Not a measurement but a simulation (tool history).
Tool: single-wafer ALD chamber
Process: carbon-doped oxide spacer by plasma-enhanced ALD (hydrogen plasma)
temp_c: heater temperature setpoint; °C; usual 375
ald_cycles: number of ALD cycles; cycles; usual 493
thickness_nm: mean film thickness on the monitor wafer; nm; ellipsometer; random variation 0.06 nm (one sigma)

run   hour  temp_c  ald_cycles  read-back reference wafer on the same gauge, thickness_nm  thickness_nm
  1    0.0     375         493                                                     27.792        24.290
  2    9.5     375         493                                                     27.769        24.340
  3   20.0     375         493                                                     27.787        24.285
  4   36.4     375         493                                                     27.779        24.357
  5   53.0     375         493                                                     27.804        24.262
  6   64.7     375         426                                                     27.806        20.977
  7   73.2     375         426                                                     27.820        21.013
  8   84.8     375         426                                                     27.833        21.098
  9   99.2     375         493                                                     27.830        24.397
 10  109.4     375         493                                                     27.887        24.300
 11  119.9     375         493                                                     27.865        24.289
 12  136.1     379         471                                                     27.879        23.236
 13  145.3     379         471                                                     27.870        23.247
 14  158.6     375         493                                                     27.871        24.288
 15  165.0     375         493                                                     27.863        24.280
 16  179.1     375         493                                                     27.850        24.341
 17  195.0     375         493                                                     27.903        24.456
 18  208.1     370         523                                                     27.894        25.859
 19  223.9     360         462                                                     27.899        22.776
 20  237.1     363         429                                                     27.912        21.207
 21  247.2     387         542                                                     27.916        26.808
 22  259.7     375         493                                                     27.923        24.363
 23  272.0     360         493                                                     27.898        24.340
 24  281.9     375         462                                                     27.888        22.801
 25  296.0     375         584                                                     27.913        28.889
     311.3  -- thermocouple changed; heater temperature recalibrated
 26  327.4     383         407                                                     27.926        20.143
     331.1  -- gauge calibrated
 27  378.0     375         493                                                     27.675        24.081
 28  390.5     390         589                                                     27.705        28.816
 29  402.5     375         493                                                     27.719        24.245
 30  413.6     368         395                                                     27.715        19.403
 31  426.3     360         576                                                     27.781        28.320
 32  434.2     369         493                                                     27.751        24.243
 33  449.6     369         493                                                     27.789        24.349
 34  465.3     375         493                                                     27.805        24.317

Hidden state or all else? Some run-to-run changes of thickness_nm, split into what the settings, what came in and random variation would give without the hidden state, and what is left for the hidden state (with any gauge scatter that isn't in both results):
The hidden state here: wafer temperature above the value expected at the setpoint (K); gauge reads high (%).
Run 24 -> 25: ald_cycles 462 -> 584. thickness_nm +6.088 nm: hidden state +0.068, all else +6.020.
Run 25 -> 26: temp_c 375 -> 383, ald_cycles 584 -> 407, thermocouple changed; heater temperature recalibrated. thickness_nm -8.746 nm: hidden state -0.091, all else -8.655.
Run 26 -> 27: temp_c 383 -> 375, ald_cycles 407 -> 493, gauge calibrated. thickness_nm +3.938 nm: hidden state -0.147, all else +4.085.
Run 30 -> 31: temp_c 368 -> 360, ald_cycles 395 -> 576. thickness_nm +8.917 nm: hidden state +0.058, all else +8.859.

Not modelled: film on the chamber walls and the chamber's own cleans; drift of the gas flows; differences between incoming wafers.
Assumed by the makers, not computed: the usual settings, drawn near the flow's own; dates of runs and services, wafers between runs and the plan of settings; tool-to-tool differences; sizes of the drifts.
